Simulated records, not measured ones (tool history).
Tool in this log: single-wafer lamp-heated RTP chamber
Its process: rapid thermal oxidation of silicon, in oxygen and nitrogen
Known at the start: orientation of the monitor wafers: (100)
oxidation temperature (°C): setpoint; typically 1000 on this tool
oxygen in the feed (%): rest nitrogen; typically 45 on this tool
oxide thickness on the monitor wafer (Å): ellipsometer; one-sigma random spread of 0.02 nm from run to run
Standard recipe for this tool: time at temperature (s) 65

run	hour	oxidation temperature (°C)	time at temperature (s)	oxygen in the feed (%)	read-back reference wafer on the same gauge, thickness	oxide thickness on the monitor wafer (Å)
1	0	1000	65	45	4.284	48.45
2	15	1000	65	45	4.297	48.56
3	24.1	1000	65	45	4.292	48.28
4	34.3	1000	65	45	4.294	48.55
5	44.5	1000	65	45	4.293	48.82
6	56.5	1000	58	45	4.286	46.03
7	65	1000	65	45	4.292	48.7
8	82.2	1000	65	45	4.288	49.04
9	96.3	1000	65	45	4.289	49.33
10	113.9	1000	65	45	4.287	49.17
11	130.1	1000	65	45	4.294	49.21
12	143.6	1017	65	74	4.282	66.67
13	156.4	1000	65	45	4.296	50
14	197.8	1000	65	62	4.29	56.19
15	210.6	987	90	29	4.287	41.92
16	219.9	1000	65	45	4.29	46.12
17	234.6	1000	34	24	4.293	30.42
18	288.5	1000	65	45	4.289	46.4
19	302.5	1020	89	45	4.29	61.29
20	313.6	1000	38	45	4.286	37.31
21	329.6	1030	65	45	4.286	57.34
22	344.5	983	65	21	4.291	33.32
23	362.9	1000	65	45	4.287	46.79

Withheld: 3 entries from between the runs. Position of each, and hidden state at the listed run before versus the listed run after:
From run 10 to run 11: oxygen flow controller replaced (hour 123.5)
  true wafer temperature minus pyrometer reading, K: 9.32 -> 9.95
  what was measured, less what the result would be without the hidden state, oxide thickness on the monitor wafer (Å): +3.06 -> +3.27
From run 14 to run 15: pyrometer window cleaned and pyrometer calibrated (hour 210.1)
  true wafer temperature minus pyrometer reading, K: 12.8 -> 0.291
  what was measured, less what the result would be without the hidden state, oxide thickness on the monitor wafer (Å): +4.89 -> +0.08
From run 16 to run 17: gauge calibrated (hour 229.4)
  true wafer temperature minus pyrometer reading, K: 0.295 -> 0.316
  what was measured, less what the result would be without the hidden state, oxide thickness on the monitor wafer (Å): +0.09 -> +0.05

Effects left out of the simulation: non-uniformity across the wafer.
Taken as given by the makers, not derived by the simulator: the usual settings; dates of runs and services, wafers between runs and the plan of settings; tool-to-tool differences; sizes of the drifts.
